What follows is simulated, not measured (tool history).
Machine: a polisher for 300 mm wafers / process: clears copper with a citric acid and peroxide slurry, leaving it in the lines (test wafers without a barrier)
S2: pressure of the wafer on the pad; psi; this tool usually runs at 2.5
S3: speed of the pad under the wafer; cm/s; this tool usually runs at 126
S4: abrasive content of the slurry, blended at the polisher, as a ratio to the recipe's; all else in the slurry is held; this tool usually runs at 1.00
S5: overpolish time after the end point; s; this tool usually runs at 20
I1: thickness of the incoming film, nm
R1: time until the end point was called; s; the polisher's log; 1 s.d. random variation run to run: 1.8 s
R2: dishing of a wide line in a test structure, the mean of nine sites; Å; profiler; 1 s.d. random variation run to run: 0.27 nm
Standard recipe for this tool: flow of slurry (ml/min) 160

{"run": 1, "hour": 0.0, "flow of slurry (ml/min)": 160, "S2": 2.5, "S3": 126, "S4": 1.0, "S5": 20, "I1": 357.6, "R1": 174.2, "R2": 249}
{"run": 2, "hour": 46.1, "flow of slurry (ml/min)": 160, "S2": 2.2, "S3": 126, "S4": 1.0, "S5": 20, "I1": 355.4, "R1": 196.0, "R2": 218}
{"run": 3, "hour": 75.7, "flow of slurry (ml/min)": 160, "S2": 2.2, "S3": 126, "S4": 1.0, "S5": 20, "I1": 348.1, "R1": 194.5, "R2": 222}
{"run": 4, "hour": 245.0, "flow of slurry (ml/min)": 160, "S2": 2.2, "S3": 126, "S4": 1.0, "S5": 20, "I1": 348.5, "R1": 193.3, "R2": 222}
{"run": 5, "hour": 302.1, "flow of slurry (ml/min)": 160, "S2": 2.5, "S3": 112, "S4": 1.0, "S5": 20, "I1": 359.4, "R1": 195.8, "R2": 226}
{"run": 6, "hour": 367.6, "flow of slurry (ml/min)": 160, "S2": 2.5, "S3": 126, "S4": 1.0, "S5": 20, "I1": 353.9, "R1": 172.9, "R2": 239}
{"run": 7, "hour": 404.0, "flow of slurry (ml/min)": 160, "S2": 2.5, "S3": 126, "S4": 1.0, "S5": 20, "I1": 356.0, "R1": 174.0, "R2": 252}
{"run": 8, "hour": 429.3, "flow of slurry (ml/min)": 160, "S2": 2.5, "S3": 126, "S4": 1.0, "S5": 20, "I1": 358.9, "R1": 173.4, "R2": 243}
{"run": 9, "hour": 581.2, "flow of slurry (ml/min)": 195, "S2": 2.5, "S3": 126, "S4": 1.0, "S5": 20, "I1": 358.3, "R1": 166.5, "R2": 253}
{"run": 10, "hour": 650.4, "flow of slurry (ml/min)": 160, "S2": 2.5, "S3": 94, "S4": 1.0, "S5": 15, "I1": 355.1, "R1": 231.1, "R2": 152}
{"run": 11, "hour": 697.6, "flow of slurry (ml/min)": 160, "S2": 2.5, "S3": 94, "S4": 1.0, "S5": 15, "I1": 354.4, "R1": 231.8, "R2": 152}
{"run": 12, "hour": 758.0, "flow of slurry (ml/min)": 160, "S2": 2.5, "S3": 94, "S4": 1.0, "S5": 15, "I1": 351.0, "R1": 227.0, "R2": 152}
{"run": 13, "hour": 823.4, "flow of slurry (ml/min)": 160, "S2": 2.5, "S3": 126, "S4": 1.2, "S5": 20, "I1": 353.5, "R1": 170.3, "R2": 253}
{"run": 14, "hour": 883.1, "flow of slurry (ml/min)": 205, "S2": 2.5, "S3": 90, "S4": 0.7, "S5": 10, "I1": 358.3, "R1": 241.9, "R2": 102}
{"run": 15, "hour": 911.9, "flow of slurry (ml/min)": 160, "S2": 2.5, "S3": 166, "S4": 1.0, "S5": 20, "I1": 356.3, "R1": 131.7, "R2": 298}
{"run": 16, "hour": 939.4, "flow of slurry (ml/min)": 160, "S2": 2.5, "S3": 94, "S4": 0.8, "S5": 20, "I1": 354.8, "R1": 237.7, "R2": 195}
{"run": 17, "hour": 977.7, "flow of slurry (ml/min)": 160, "S2": 2.2, "S3": 154, "S4": 1.1, "S5": 20, "I1": 354.2, "R1": 156.8, "R2": 263}
{"run": 18, "hour": 1008.6, "flow of slurry (ml/min)": 160, "S2": 1.8, "S3": 170, "S4": 1.1, "S5": 20, "I1": 353.9, "R1": 175.2, "R2": 240}
{"run": 19, "hour": 1041.4, "flow of slurry (ml/min)": 105, "S2": 2.5, "S3": 114, "S4": 1.0, "S5": 16, "I1": 356.7, "R1": 203.3, "R2": 179}
{"run": 20, "hour": 1070.4, "flow of slurry (ml/min)": 160, "S2": 2.5, "S3": 126, "S4": 1.2, "S5": 20, "I1": 356.0, "R1": 168.2, "R2": 247}
{"run": 21, "hour": 1095.2, "flow of slurry (ml/min)": 160, "S2": 2.5, "S3": 84, "S4": 1.2, "S5": 20, "I1": 352.2, "R1": 245.9, "R2": 182}
{"run": 22, "hour": 1162.6, "flow of slurry (ml/min)": 180, "S2": 2.1, "S3": 154, "S4": 0.7, "S5": 20, "I1": 354.1, "R1": 173.0, "R2": 246}
{"run": 23, "hour": 1220.0, "flow of slurry (ml/min)": 160, "S2": 2.5, "S3": 126, "S4": 1.0, "S5": 20, "I1": 351.0, "R1": 173.1, "R2": 249}
{"run": 24, "hour": 1267.1, "flow of slurry (ml/min)": 160, "S2": 3.2, "S3": 126, "S4": 1.0, "S5": 20, "I1": 353.4, "R1": 134.3, "R2": 302}
{"run": 25, "hour": 1331.9, "flow of slurry (ml/min)": 160, "S2": 2.5, "S3": 126, "S4": 1.0, "S5": 20, "I1": 350.0, "R1": 170.5, "R2": 246}
{"run": 26, "hour": 1377.0, "flow of slurry (ml/min)": 115, "S2": 2.5, "S3": 126, "S4": 1.0, "S5": 13, "I1": 352.1, "R1": 179.7, "R2": 164}
{"run": 27, "hour": 1554.0, "flow of slurry (ml/min)": 160, "S2": 2.5, "S3": 126, "S4": 1.0, "S5": 20, "I1": 354.5, "R1": 174.7, "R2": 246}
{"run": 28, "hour": 1579.4, "flow of slurry (ml/min)": 160, "S2": 2.5, "S3": 102, "S4": 1.0, "S5": 20, "I1": 355.2, "R1": 210.5, "R2": 211}
{"run": 29, "hour": 1610.0, "flow of slurry (ml/min)": 160, "S2": 1.8, "S3": 114, "S4": 1.0, "S5": 20, "I1": 354.3, "R1": 262.3, "R2": 173}

Withheld: 15 entries from between the runs. Position of each, and hidden state at the listed run before versus the listed run after:
From run 2 to run 3: slurry blender recalibrated (hour 70.2); slurry nozzle cleaned (hour 71.4)
  the hidden state is the same at both runs
From run 3 to run 4: worn pad replaced by a new one (hour 205.8)
  the hidden state is the same at both runs
From run 6 to run 7: slurry blender recalibrated (hour 370.6); slurry nozzle cleaned (hour 377.8)
  the hidden state is the same at both runs
From run 9 to run 10: worn pad replaced by a new one (hour 593.1); head pressure recalibrated (hour 607.8)
  the hidden state is the same at both runs
From run 11 to run 12: slurry nozzle cleaned (hour 709.6); slurry blender recalibrated (hour 709.8)
  the hidden state is the same at both runs
From run 17 to run 18: worn pad replaced by a new one (hour 983.4)
  the hidden state is the same at both runs
From run 19 to run 20: slurry nozzle cleaned (hour 1054.7)
  the hidden state is the same at both runs
From run 20 to run 21: slurry blender recalibrated (hour 1083.4)
  the hidden state is the same at both runs
From run 25 to run 26: worn pad replaced by a new one (hour 1348.7)
  the hidden state is the same at both runs
From run 26 to run 27: slurry blender recalibrated (hour 1385.1); slurry nozzle cleaned (hour 1388.3)
  the hidden state is the same at both runs

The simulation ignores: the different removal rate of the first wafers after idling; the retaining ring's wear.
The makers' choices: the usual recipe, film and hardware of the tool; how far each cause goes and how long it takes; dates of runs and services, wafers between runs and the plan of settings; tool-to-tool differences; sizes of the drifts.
